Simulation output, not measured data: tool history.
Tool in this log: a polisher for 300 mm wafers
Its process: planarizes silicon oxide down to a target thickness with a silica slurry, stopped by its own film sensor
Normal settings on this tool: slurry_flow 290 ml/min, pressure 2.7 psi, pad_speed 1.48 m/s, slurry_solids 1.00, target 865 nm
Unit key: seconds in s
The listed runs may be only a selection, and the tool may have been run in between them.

run	hour	slurry_flow	pressure	pad_speed	slurry_solids	target	wafers since the last listed run	wafers polished on this pad	hours since the slurry nozzle was cleaned	hours since the head pressure was calibrated	hours since the slurry blender was calibrated	hours since the conditioning disc was replaced	incoming thickness of the incoming film, nm	seconds
1	0.0	290	2.7	1.48	1.00	865	0	1971	199.8	244.6	256.0	84.6	1287.1	183.4
# hour 28.7: slurry blender recalibrated
2	80.4	290	2.7	1.48	1.00	865	754	2725	280.2	325.0	51.7	165.0	1273.1	155.1
# hour 157.4: worn pad replaced by a new one
3	181.5	290	2.7	1.48	1.10	865	934	231	381.3	426.1	152.8	266.1	1296.6	157.1
# hour 207.8: slurry nozzle cleaned
4	269.8	290	2.7	1.48	1.10	865	840	1071	62.0	514.4	241.1	354.4	1255.7	151.6
5	326.1	290	2.7	1.48	1.10	865	541	1613	118.3	570.7	297.4	410.7	1259.5	159.2
# hour 354.3: head pressure recalibrated
# hour 355.3: conditioning disc replaced and pad reconditioned
# hour 376.6: slurry blender recalibrated
6	378.7	290	2.7	1.74	1.00	865	458	2072	170.9	24.4	2.1	23.4	1280.3	142.5
7	433.3	290	2.7	1.80	1.00	865	525	2597	225.5	79.0	56.7	78.0	1282.8	140.1
# hour 461.3: worn pad replaced by a new one
8	469.4	290	2.7	1.48	1.00	865	308	78	261.6	115.1	92.8	114.1	1281.8	170.5
9	540.7	290	2.7	1.48	1.00	865	686	764	332.9	186.4	164.1	185.4	1307.3	183.5
10	613.1	290	2.7	1.48	1.00	865	696	1461	405.3	258.8	236.5	257.8	1292.6	175.4
# hour 618.8: slurry nozzle cleaned
11	664.6	290	2.7	1.48	1.20	865	486	1947	45.8	310.3	288.0	309.3	1264.9	157.3
# hour 743.5: conditioning disc replaced and pad reconditioned
# hour 749.6: slurry blender recalibrated
12	750.1	290	2.7	1.48	1.00	865	784	2731	131.3	395.8	0.5	6.6	1279.4	151.6
# hour 805.4: worn pad replaced by a new one
13	841.1	290	2.7	1.66	1.00	942	837	343	222.3	486.8	91.5	97.6	1281.8	117.7
# hour 927.3: head pressure recalibrated
14	937.6	290	2.7	1.48	1.00	865	909	1253	318.8	10.3	188.0	194.1	1265.6	177.6
15	980.7	290	1.9	1.48	1.25	957	414	1667	361.9	53.4	231.1	237.2	1285.1	183.9
16	1066.1	290	2.1	1.48	0.85	865	821	2489	447.3	138.8	316.5	322.6	1281.1	281.7
# hour 1089.4: conditioning disc replaced and pad reconditioned
17	1102.3	290	2.7	1.94	1.10	865	329	2819	483.5	175.0	352.7	12.9	1266.8	142.8
# hour 1105.0: slurry blender recalibrated
# hour 1114.6: slurry nozzle cleaned
# hour 1134.7: worn pad replaced by a new one
18	1168.1	250	1.9	1.90	1.00	749	565	321	53.5	240.8	63.1	78.7	1285.6	251.2
19	1249.1	290	2.7	1.48	1.00	865	779	1101	134.5	321.8	144.1	159.7	1288.8	173.6
20	1333.0	290	2.7	1.48	1.00	865	807	1908	218.4	405.7	228.0	243.6	1292.4	185.5
# hour 1399.8: slurry blender recalibrated
21	1402.8	290	2.7	1.28	1.00	865	652	2561	288.2	475.5	3.0	313.4	1260.8	164.4
# hour 1423.2: conditioning disc replaced and pad reconditioned
22	1452.4	290	2.7	1.92	1.00	786	458	3019	337.8	525.1	52.6	29.2	1290.6	148.7
23	1500.4	215	2.7	1.48	1.00	804	462	3481	385.8	573.1	100.6	77.2	1271.4	180.6
# hour 1513.7: worn pad replaced by a new one
# hour 1527.0: slurry nozzle cleaned
# hour 1574.1: head pressure recalibrated
24	1589.2	290	2.7	1.48	1.00	865	787	697	62.2	15.1	189.4	166.0	1263.6	174.1
25	1655.9	340	2.7	1.48	1.30	787	642	1339	128.9	81.8	256.1	232.7	1261.6	184.7

Alternative continuations, all from the tool just after run 25; predict every row:
A	1656.4	290	2.7	1.48	1.00	865	4	1344	129.4	82.3	256.6	233.2	1274.0	?
B	1656.4	290	2.7	1.48	1.00	812	4	1344	129.4	82.3	256.6	233.2	1274.0	?
C	1656.4	290	2.7	1.48	1.00	983	4	1344	129.4	82.3	256.6	233.2	1274.0	?

run	seconds
A	185.4
B	209.4
C	131.9
Take away the tool's hidden state, keep each run's random variation, and the runs would have read:
run	seconds
A	157.8
B	178.3
C	112.3

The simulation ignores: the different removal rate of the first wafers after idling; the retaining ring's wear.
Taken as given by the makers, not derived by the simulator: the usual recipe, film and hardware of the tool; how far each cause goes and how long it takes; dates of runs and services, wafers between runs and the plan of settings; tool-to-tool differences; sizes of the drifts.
